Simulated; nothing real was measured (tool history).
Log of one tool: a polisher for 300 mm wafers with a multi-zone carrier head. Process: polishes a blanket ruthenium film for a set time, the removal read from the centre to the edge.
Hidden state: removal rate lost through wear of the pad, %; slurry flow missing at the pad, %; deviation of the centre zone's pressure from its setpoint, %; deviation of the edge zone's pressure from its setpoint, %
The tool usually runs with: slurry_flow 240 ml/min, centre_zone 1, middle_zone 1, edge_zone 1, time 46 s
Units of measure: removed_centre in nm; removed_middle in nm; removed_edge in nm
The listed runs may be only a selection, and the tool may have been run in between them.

| run | hour | slurry_flow | centre_zone | middle_zone | edge_zone | time | wafers since the last listed run | wafers polished on this pad | hours since the slurry nozzle was cleaned | hours since the centre zone pressure was calibrated | hours since the edge zone pressure was calibrated | hours since the carrier head's membrane was replaced | incoming thickness of the incoming film, nm | removed_centre | removed_middle | removed_edge |
|---|---|---|---|---|---|---|---|---|---|---|---|---|---|---|---|---|
| 1 | 0 | 240 | 1 | 1 | 1 | 46 | 0 | 1686 | 419 | 49.8 | 634.6 | 1450.5 | 339.5 | 39.1 | 38.2 | 39.7 |
|  | 7.5 | worn pad replaced by a new one |
| 2 | 21.1 | 240 | 1 | 1 | 1 | 46 | 183 | 145 | 440.1 | 70.9 | 655.7 | 1471.6 | 340.2 | 38.4 | 37.9 | 40.4 |
| 3 | 49.6 | 240 | 1 | 1 | 1 | 46 | 305 | 450 | 468.6 | 99.4 | 684.2 | 1500.1 | 343.5 | 38.7 | 37.9 | 39.2 |
| 4 | 74.7 | 240 | 1 | 1 | 0.91 | 46 | 268 | 719 | 493.7 | 124.5 | 709.3 | 1525.2 | 340.3 | 38.3 | 38.5 | 37.9 |
| 5 | 88 | 240 | 1 | 1 | 0.91 | 46 | 142 | 862 | 507 | 137.8 | 722.6 | 1538.5 | 340.6 | 38.8 | 38.2 | 36.9 |
| 6 | 101.2 | 240 | 1 | 1 | 0.91 | 46 | 141 | 1003 | 520.2 | 151 | 735.8 | 1551.7 | 337.4 | 38.8 | 38.4 | 38.8 |
|  | 116.6 | edge zone pressure recalibrated |
| 7 | 117.1 | 320 | 1 | 0.92 | 0.89 | 46 | 148 | 1152 | 536.1 | 166.9 | 0.5 | 1567.6 | 332.8 | 40.6 | 37 | 38.5 |
|  | 129.2 | carrier head's membrane replaced by a new one |
| 8 | 148.6 | 240 | 1.06 | 1 | 1 | 46 | 283 | 1435 | 567.6 | 198.4 | 32 | 19.4 | 337 | 41.6 | 38.5 | 39.1 |
| 9 | 175.5 | 300 | 0.9 | 1 | 0.93 | 46 | 288 | 1723 | 594.5 | 225.3 | 58.9 | 46.3 | 336.6 | 36 | 39.7 | 38.8 |
|  | 190.7 | worn pad replaced by a new one |
| 10 | 208.8 | 240 | 1 | 1.07 | 1 | 46 | 313 | 194 | 627.8 | 258.6 | 92.2 | 79.6 | 344.2 | 38.9 | 40.3 | 39.6 |
| 11 | 230.3 | 240 | 1 | 1.11 | 1 | 46 | 230 | 424 | 649.3 | 280.1 | 113.7 | 101.1 | 343.4 | 38.2 | 41.8 | 39.1 |
| 12 | 257.8 | 240 | 1 | 1 | 1.12 | 46 | 294 | 718 | 676.8 | 307.6 | 141.2 | 128.6 | 335 | 38.8 | 38 | 41.8 |
|  | 272.7 | slurry nozzle cleaned |
| 13 | 278.9 | 195 | 0.92 | 0.92 | 1 | 46 | 215 | 934 | 6.2 | 328.7 | 162.3 | 149.7 | 339.8 | 34.9 | 34.8 | 38 |
| 14 | 296.5 | 240 | 1 | 1 | 1 | 46 | 188 | 1122 | 23.8 | 346.3 | 179.9 | 167.3 | 344.5 | 38.9 | 37.9 | 39.2 |
| 15 | 330.6 | 240 | 1 | 0.94 | 1 | 46 | 365 | 1487 | 57.9 | 380.4 | 214 | 201.4 | 342.3 | 38.9 | 36.5 | 39.6 |
|  | 352.6 | worn pad replaced by a new one |
| 16 | 357.2 | 240 | 1 | 0.89 | 1 | 46 | 241 | 49 | 84.5 | 407 | 240.6 | 228 | 338.7 | 38.7 | 34.9 | 39.5 |
| 17 | 391.4 | 240 | 1 | 1 | 0.92 | 36 | 366 | 415 | 118.7 | 441.2 | 274.8 | 262.2 | 342.9 | 30.4 | 30.3 | 30.1 |
| 18 | 413.6 | 180 | 1 | 1 | 1 | 46 | 237 | 653 | 140.9 | 463.4 | 297 | 284.4 | 342.5 | 37.1 | 36.4 | 38.7 |
| 19 | 437.5 | 200 | 1 | 1.04 | 1 | 46 | 255 | 909 | 164.8 | 487.3 | 320.9 | 308.3 | 336.7 | 37.7 | 39.4 | 37.9 |
| 20 | 453.5 | 240 | 0.93 | 1 | 0.94 | 46 | 171 | 1080 | 180.8 | 503.3 | 336.9 | 324.3 | 337 | 36.7 | 38.3 | 37.4 |
| 21 | 469.4 | 290 | 0.93 | 1 | 1 | 46 | 170 | 1250 | 196.7 | 519.2 | 352.8 | 340.2 | 343.2 | 37.1 | 39 | 40.2 |
|  | 491.4 | worn pad replaced by a new one |
| 22 | 491.9 | 240 | 1 | 1 | 1 | 46 | 198 | 5 | 219.2 | 541.7 | 375.3 | 362.7 | 339.8 | 38.9 | 37.9 | 39.9 |
| 23 | 502.3 | 240 | 0.88 | 0.93 | 1 | 46 | 111 | 117 | 229.6 | 552.1 | 385.7 | 373.1 | 343.1 | 34.1 | 36.4 | 38.8 |

Each row is a separate what-if for the run after 23, all from the same tool condition, not one after another. Results?
| A | 502.7 | 170 | 1 | 1 | 1 | 46 | 4 | 121 | 230 | 552.5 | 386.1 | 373.5 | 336.6 | ? | ? | ? |
| B | 502.7 | 240 | 0.93 | 1.05 | 0.9 | 54 | 4 | 121 | 230 | 552.5 | 386.1 | 373.5 | 336.6 | ? | ? | ? |
| C | 502.7 | 240 | 1.11 | 1 | 1.09 | 34 | 4 | 121 | 230 | 552.5 | 386.1 | 373.5 | 336.6 | ? | ? | ? |

| run | removed_centre | removed_middle | removed_edge |
|---|---|---|---|
| A | 36.9 | 36.1 | 38.3 |
| B | 42.9 | 46.8 | 44.6 |
| C | 32.3 | 28.2 | 30.8 |
With no hidden state in the tool, these same runs would have given:
| run | removed_centre | removed_middle | removed_edge |
|---|---|---|---|
| A | 36.9 | 36.1 | 38.3 |
| B | 42.9 | 46.8 | 44.6 |
| C | 32.3 | 28.2 | 30.8 |

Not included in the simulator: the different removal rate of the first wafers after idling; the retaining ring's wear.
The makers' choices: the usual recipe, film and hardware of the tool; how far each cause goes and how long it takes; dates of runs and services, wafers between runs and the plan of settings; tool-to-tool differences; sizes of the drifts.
